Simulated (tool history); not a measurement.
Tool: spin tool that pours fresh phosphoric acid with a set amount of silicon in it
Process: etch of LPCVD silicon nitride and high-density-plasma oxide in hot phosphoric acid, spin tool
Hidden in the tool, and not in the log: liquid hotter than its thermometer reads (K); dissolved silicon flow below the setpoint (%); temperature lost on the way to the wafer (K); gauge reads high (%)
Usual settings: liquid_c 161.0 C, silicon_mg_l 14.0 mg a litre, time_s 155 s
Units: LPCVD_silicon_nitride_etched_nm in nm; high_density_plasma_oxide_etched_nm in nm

run	hour	liquid_c	silicon_mg_l	time_s	wafers since the last listed run	hours since the thermometer was replaced	hours since the dissolved silicon flow meter was replaced	hours since the heated supply line was repaired	hours since the gauge calibration	read-back film thickness of the LPCVD silicon nitride reference wafer, read on the same gauge (nm)	read-back film thickness of the high-density-plasma oxide reference wafer, read on the same gauge (nm)	LPCVD_silicon_nitride_etched_nm	high_density_plasma_oxide_etched_nm
1	0.0	161.0	14.0	155	0	813.0	1377.0	1197.5	302.4	90.02	69.992	14.12	0.639
2	16.3	161.0	14.0	155	162	829.3	1393.3	1213.8	318.7	90.00	69.999	14.20	0.606
3	31.2	161.0	14.0	155	148	844.2	1408.2	1228.7	333.6	90.03	69.983	14.01	0.616
4	44.6	161.0	14.0	155	133	857.6	1421.6	1242.1	347.0	90.01	70.024	14.36	0.625
5	54.1	161.0	14.0	155	94	867.1	1431.1	1251.6	356.5	89.99	70.015	14.30	0.615
6	61.1	161.0	14.0	155	69	874.1	1438.1	1258.6	363.5	90.00	70.008	14.24	0.716
7	74.7	160.0	14.0	185	135	887.7	1451.7	1272.2	377.1	90.00	70.022	16.62	0.700
# hour 78.2: gauge calibrated
8	93.5	160.0	14.0	185	187	906.5	1470.5	1291.0	15.3	89.98	69.992	16.47	0.765
# hour 109.9: heated supply line repaired
# hour 110.9: thermometer replaced
9	111.4	160.0	14.0	185	158	0.5	1488.4	1.5	33.2	90.03	70.006	16.32	0.703
10	117.5	162.5	17.0	155	60	6.6	1494.5	7.6	39.3	89.95	70.036	15.03	0.633
11	133.2	161.0	23.0	155	156	22.3	1510.2	23.3	55.0	90.00	69.980	14.21	0.473

The next listed run, before its measurement:
12	148.6	162.0	24.5	60	153	37.7	1525.6	38.7	70.4	?	?	?	?

Run 12 gave read-back film thickness of the LPCVD silicon nitride reference wafer, read on the same gauge (nm) 90.01, read-back film thickness of the high-density-plasma oxide reference wafer, read on the same gauge (nm) 70.025, LPCVD_silicon_nitride_etched_nm 5.64 nm, high_density_plasma_oxide_etched_nm 0.204 nm.
Without the tool's hidden state the same run would have given LPCVD_silicon_nitride_etched_nm 5.64 nm, high_density_plasma_oxide_etched_nm 0.204 nm.
